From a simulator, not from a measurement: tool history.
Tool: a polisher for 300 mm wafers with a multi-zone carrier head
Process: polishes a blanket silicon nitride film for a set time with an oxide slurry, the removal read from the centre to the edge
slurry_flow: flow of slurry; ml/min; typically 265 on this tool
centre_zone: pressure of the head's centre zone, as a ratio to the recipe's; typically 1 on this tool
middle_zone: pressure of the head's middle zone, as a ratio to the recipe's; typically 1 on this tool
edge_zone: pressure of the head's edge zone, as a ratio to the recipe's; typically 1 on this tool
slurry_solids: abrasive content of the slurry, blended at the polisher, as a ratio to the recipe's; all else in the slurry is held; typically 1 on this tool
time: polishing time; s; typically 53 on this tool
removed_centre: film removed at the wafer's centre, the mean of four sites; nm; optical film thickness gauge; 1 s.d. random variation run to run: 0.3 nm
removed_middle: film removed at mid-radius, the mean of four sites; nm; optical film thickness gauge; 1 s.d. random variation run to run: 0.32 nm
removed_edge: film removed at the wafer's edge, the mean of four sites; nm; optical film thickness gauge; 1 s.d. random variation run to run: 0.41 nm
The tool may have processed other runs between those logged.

run	hour	slurry_flow	centre_zone	middle_zone	edge_zone	slurry_solids	time	wafers since the last listed run	wafers polished on this pad	hours since the slurry nozzle was cleaned	hours since the centre zone pressure was calibrated	hours since the edge zone pressure was calibrated	hours since the carrier head's membrane was replaced	incoming thickness of the incoming film, nm	removed_centre	removed_middle	removed_edge
1	0	320	1	1	1	0.7	41	0	1860	554.4	42.9	461.3	141.1	513.9	18.1	18.4	18.6
# hour 31.1: edge zone pressure recalibrated
2	61.2	340	1	1	0.92	1	53	415	2276	615.6	104.1	30.1	202.3	508.2	27.3	27.8	26.8
# hour 70.3: slurry nozzle cleaned
3	99	265	1	1.1	0.94	1.25	53	258	2534	28.7	141.9	67.9	240.1	511.9	30.2	31.9	30
4	157.5	265	0.94	0.93	0.9	1	64	410	2945	87.2	200.4	126.4	298.6	503.7	31.2	30.6	31.3
# hour 175.9: worn pad replaced by a new one
5	281	175	1.05	1.1	1	1	53	839	738	210.7	323.9	249.9	422.1	503	26.1	27.4	26.3
6	331.8	315	1	1.07	1	1	53	356	1094	261.5	374.7	300.7	472.9	510.4	28.6	29.4	29.5
# hour 356.4: carrier head's membrane replaced by a new one
7	388.6	265	1.08	1	1	0.75	39	363	1458	318.3	431.5	357.5	32.2	509	18.7	17.4	17.5
8	449.7	265	1	1	1	0.8	53	429	1887	379.4	492.6	418.6	93.3	510.4	24.2	24	24.5
9	486.1	175	1.05	1.1	1	1	53	255	2143	415.8	529	455	129.7	505.9	24	25.4	25
10	532.2	265	0.89	1	0.96	1	53	323	2467	461.9	575.1	501.1	175.8	506.8	24.5	26.1	26.1
# hour 550.5: edge zone pressure recalibrated
11	566.4	265	1	1	1	1	53	226	2693	496.1	609.3	15.9	210	505.8	25.8	26	26.8
12	595.4	265	1	1.09	1	1	53	203	2897	525.1	638.3	44.9	239	519.1	25.7	27.7	27
# hour 603.9: worn pad replaced by a new one
13	650.2	265	1.1	1	1.04	1	67	356	325	579.9	693.1	99.7	293.8	515.7	36.3	34.2	35.9
# hour 656.5: slurry nozzle cleaned
14	693.9	335	1.12	1	1	1	59	299	625	37.4	736.8	143.4	337.5	511.7	36	32.7	32.5
15	725.6	265	1	1	1	1	53	222	847	69.1	768.5	175.1	369.2	514.1	28.9	28.9	29.3
16	763.6	195	1.12	1	0.88	1.15	53	266	1114	107.1	806.5	213.1	407.2	510	30.2	28.2	27.3

Predict the results of run 17:
# hour 828.6: carrier head's membrane replaced by a new one
17	834.8	265	1	0.92	1	1	53	464	1579	178.3	877.7	284.3	6.2	501.2	?	?	?

{"run 17": {"removed_centre": 27.6, "removed_middle": 25.8, "removed_edge": 28.1}}
With no hidden state in the tool, this same run would have given removed_centre 30 nm, removed_middle 28 nm, removed_edge 30.2 nm.

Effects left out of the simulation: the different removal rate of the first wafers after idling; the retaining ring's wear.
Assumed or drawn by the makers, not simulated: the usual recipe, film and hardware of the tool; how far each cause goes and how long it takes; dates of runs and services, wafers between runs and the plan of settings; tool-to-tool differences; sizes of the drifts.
